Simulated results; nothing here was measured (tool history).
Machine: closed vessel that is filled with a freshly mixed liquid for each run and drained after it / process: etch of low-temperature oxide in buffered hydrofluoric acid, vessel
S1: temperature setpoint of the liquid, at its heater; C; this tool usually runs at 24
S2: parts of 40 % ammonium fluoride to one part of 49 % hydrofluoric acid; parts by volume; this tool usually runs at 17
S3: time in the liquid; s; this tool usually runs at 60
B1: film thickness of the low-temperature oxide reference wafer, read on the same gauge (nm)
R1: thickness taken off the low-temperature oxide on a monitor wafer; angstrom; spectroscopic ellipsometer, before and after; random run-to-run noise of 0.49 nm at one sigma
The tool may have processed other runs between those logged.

run,day,S1,S2,S3,B1,R1
1,0,24,17,60,40.01,1142.4
2,1.175,24,17,60,39.96,1148.5
3,2.021,24,17,60,39.98,1159.7
4,3.096,24,17,60,40.04,1150.3
5,6.875,24,17,60,40.04,1153
6,8.208,24,17,60,39.99,1159.9
7,9.35,24,17,60,39.98,1158.5
8,10.4,24,17,60,39.98,1165.5
9,11.429,24,17,60,39.98,1158.1
# day 11.996: thermometer replaced
10,12.312,24,17,60,40.02,1170.3
11,13.179,24,17,60,39.99,1161.2
12,14.192,24,17,60,39.97,1157.9
13,15.342,19.5,17,50,39.99,755.6
# day 15.554: gauge calibrated
# day 15.788: hydrofluoric acid flow meter replaced
14,16.771,25.5,15,80,40.05,1878.2
15,18.233,24,14.5,80,40,1772.2
16,19.204,24,17,60,39.99,1150.1
17,19.892,24,23.5,60,40.01,871.5
18,20.533,24,17,95,40.03,1809.1
19,21.421,19.5,21,30,39.98,368.6
20,22.879,22,14,60,39.99,1238
21,24,19.5,17,30,39.96,447.3
22,24.85,24,17,60,39.98,1148.4
23,25.592,24,17,60,40.05,1141.6
24,26.988,24,17,60,39.99,1155
25,27.612,24,11,60,39.98,1765

What would each run have given without the hidden state, its run-to-run variation left as it was?
The tool's hidden condition here consists of: liquid colder than its thermometer reads (K); hydrofluoric acid flow above the setpoint (%); gauge reads high (%).
run,R1
1,1130.3
2,1135.3
3,1145.8
4,1135.7
5,1135.5
6,1141.4
7,1139.2
8,1145.3
9,1137.2
10,1148.5
11,1139
12,1135
13,740
14,1875.2
15,1767.8
16,1146.4
17,869.3
18,1801.7
19,367.4
20,1231.1
21,444.5
22,1140.6
23,1133.2
24,1145.5
25,1749.9
